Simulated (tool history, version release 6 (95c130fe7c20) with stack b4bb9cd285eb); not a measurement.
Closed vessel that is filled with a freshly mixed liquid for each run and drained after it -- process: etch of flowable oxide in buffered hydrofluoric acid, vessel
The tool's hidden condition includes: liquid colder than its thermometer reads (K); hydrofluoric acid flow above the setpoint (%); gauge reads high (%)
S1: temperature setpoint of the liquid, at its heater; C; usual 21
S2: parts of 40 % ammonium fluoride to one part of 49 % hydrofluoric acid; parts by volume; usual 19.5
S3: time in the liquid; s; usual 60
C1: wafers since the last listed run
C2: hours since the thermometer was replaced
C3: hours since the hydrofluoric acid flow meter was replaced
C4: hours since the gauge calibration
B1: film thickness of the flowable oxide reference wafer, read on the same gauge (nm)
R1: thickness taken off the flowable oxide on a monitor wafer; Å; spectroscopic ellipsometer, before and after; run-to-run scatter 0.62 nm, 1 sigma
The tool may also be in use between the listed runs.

| run | hour | S1 | S2 | S3 | C1 | C2 | C3 | C4 | B1 | R1 |
|---|---|---|---|---|---|---|---|---|---|---|
| 1 | 0 | 21 | 25 | 60 | 0 | 629 | 1380.6 | 7.6 | 110.02 | 802.4 |
| 2 | 12.2 | 22 | 19.5 | 60 | 1433 | 641.2 | 1392.8 | 19.8 | 110 | 1001.9 |
| 3 | 20.1 | 22 | 19.5 | 60 | 928 | 649.1 | 1400.7 | 27.7 | 109.99 | 1011.5 |
| 4 | 28.7 | 21 | 19.5 | 60 | 1010 | 657.7 | 1409.3 | 36.3 | 109.98 | 937.5 |
| 5 | 40.2 | 21 | 19.5 | 60 | 1351 | 669.2 | 1420.8 | 47.8 | 110.01 | 945 |
| 6 | 57.8 | 21 | 19.5 | 60 | 2068 | 686.8 | 1438.4 | 65.4 | 110.02 | 935.1 |
| 7 | 73.9 | 21 | 19.5 | 60 | 1891 | 702.9 | 1454.5 | 81.5 | 110.03 | 935.8 |
| 8 | 85.6 | 26 | 17 | 95 | 1374 | 714.6 | 1466.2 | 93.2 | 109.99 | 2232.1 |
|  | 108.1 | gauge calibrated |
| 9 | 110.3 | 23.5 | 19.5 | 60 | 2902 | 739.3 | 1490.9 | 2.2 | 110.02 | 1072.7 |
| 10 | 125.8 | 17 | 19.5 | 85 | 1821 | 754.8 | 1506.4 | 17.7 | 110.01 | 1049.5 |
|  | 140.8 | thermometer replaced |
| 11 | 141.9 | 18.5 | 14.5 | 90 | 1774 | 1.1 | 1522.5 | 33.8 | 109.98 | 1860 |
|  | 149.2 | hydrofluoric acid flow meter replaced |
| 12 | 154.3 | 25 | 14.5 | 60 | 1339 | 13.5 | 5.1 | 46.2 | 110.02 | 1781.8 |
| 13 | 171.2 | 19 | 23.5 | 90 | 1985 | 30.4 | 22 | 63.1 | 110 | 1245.7 |
| 14 | 179.3 | 21 | 19.5 | 60 | 951 | 38.5 | 30.1 | 71.2 | 110.03 | 1067.5 |
| 15 | 190.4 | 21 | 19.5 | 60 | 1304 | 49.6 | 41.2 | 82.3 | 110 | 1063.6 |

Run-by-run hidden state of the tool:
hydrofluoric acid flow above the setpoint (%): 0 in every run
gauge reads high (%): 0 in every run
H1: liquid colder than its thermometer reads (K)
| run | H1 |
|---|---|
| 1 | 2.39 |
| 2 | 2.43 |
| 3 | 2.46 |
| 4 | 2.49 |
| 5 | 2.53 |
| 6 | 2.58 |
| 7 | 2.64 |
| 8 | 2.68 |
| 9 | 2.76 |
| 10 | 2.81 |
| 11 | 0.24 |
| 12 | 0.281 |
| 13 | 0.336 |
| 14 | 0.363 |
| 15 | 0.399 |

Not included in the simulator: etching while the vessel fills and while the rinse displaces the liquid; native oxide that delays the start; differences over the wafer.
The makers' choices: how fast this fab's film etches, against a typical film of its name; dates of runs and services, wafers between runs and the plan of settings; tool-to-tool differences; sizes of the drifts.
